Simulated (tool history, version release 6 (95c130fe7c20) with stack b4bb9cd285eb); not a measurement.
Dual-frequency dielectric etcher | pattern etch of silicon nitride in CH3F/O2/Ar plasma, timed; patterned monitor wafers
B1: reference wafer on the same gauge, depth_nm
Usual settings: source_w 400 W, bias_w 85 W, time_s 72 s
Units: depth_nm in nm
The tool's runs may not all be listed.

run 1 hour=0 | source_w=400 bias_w=85 time_s=72 | B1=56.1 | depth_nm=47.4
run 2 hour=39.9 | source_w=400 bias_w=85 time_s=72 | B1=56.2 | depth_nm=47.2
run 3 hour=81.8 | source_w=400 bias_w=85 time_s=72 | B1=56.1 | depth_nm=47.2
run 4 hour=147 | source_w=400 bias_w=85 time_s=72 | B1=56.2 | depth_nm=47.2
run 5 hour=201.1 | source_w=400 bias_w=85 time_s=72 | B1=56.2 | depth_nm=46.9
run 6 hour=225.9 | source_w=370 bias_w=85 time_s=56.5 | B1=56.2 | depth_nm=35.6
run 7 hour=288.4 | source_w=370 bias_w=85 time_s=56.5 | B1=56.3 | depth_nm=35.5
-- hour=295.8 gauge calibrated
-- hour=327.8 wet clean of the chamber
run 8 hour=328.3 | source_w=370 bias_w=85 time_s=56.5 | B1=56.2 | depth_nm=36.7
run 9 hour=346.8 | source_w=400 bias_w=85 time_s=72 | B1=56.2 | depth_nm=48.4
-- hour=416.8 source power generator calibrated
run 10 hour=417.3 | source_w=400 bias_w=85 time_s=72 | B1=56.2 | depth_nm=48.1
run 11 hour=470.7 | source_w=400 bias_w=85 time_s=72 | B1=56.2 | depth_nm=47.8
-- hour=504.4 bias power generator calibrated
run 12 hour=525 | source_w=450 bias_w=92 time_s=92.5 | B1=56.2 | depth_nm=66.5
run 13 hour=582.7 | source_w=300 bias_w=85 time_s=59 | B1=56.2 | depth_nm=34.6
run 14 hour=640.4 | source_w=400 bias_w=96 time_s=72 | B1=56.2 | depth_nm=49.4
-- hour=685.4 upper electrode replaced, of another model than before
run 15 hour=685.9 | source_w=400 bias_w=85 time_s=72 | B1=56.2 | depth_nm=47.5
run 16 hour=707.5 | source_w=350 bias_w=75 time_s=56 | B1=56.2 | depth_nm=33.5
run 17 hour=743.7 | source_w=430 bias_w=77 time_s=91 | B1=56.2 | depth_nm=61.3
run 18 hour=823.3 | source_w=300 bias_w=100 time_s=88.5 | B1=56.1 | depth_nm=50.7
-- hour=861 wet clean of the chamber
run 19 hour=866.6 | source_w=400 bias_w=66 time_s=53 | B1=56.2 | depth_nm=34.2
-- hour=889.2 gauge calibrated
run 20 hour=903.6 | source_w=400 bias_w=98 time_s=72 | B1=56.2 | depth_nm=49.8
run 21 hour=961.4 | source_w=400 bias_w=85 time_s=72 | B1=56.3 | depth_nm=48.3

Forecast each of these 3 alternatives for the next run:
run A hour=961.8 | source_w=400 bias_w=73 time_s=72 | B1=? | depth_nm=?
run B hour=961.8 | source_w=400 bias_w=65 time_s=72 | B1=? | depth_nm=?
run C hour=961.8 | source_w=450 bias_w=69 time_s=59.5 | B1=? | depth_nm=?

run=A B1=56.2 depth_nm=46.9
run=B B1=56.2 depth_nm=46
run=C B1=56.2 depth_nm=40.9
Without the tool's hidden state the same runs would have given:
run=A depth_nm=47
run=B depth_nm=46.1
run=C depth_nm=41
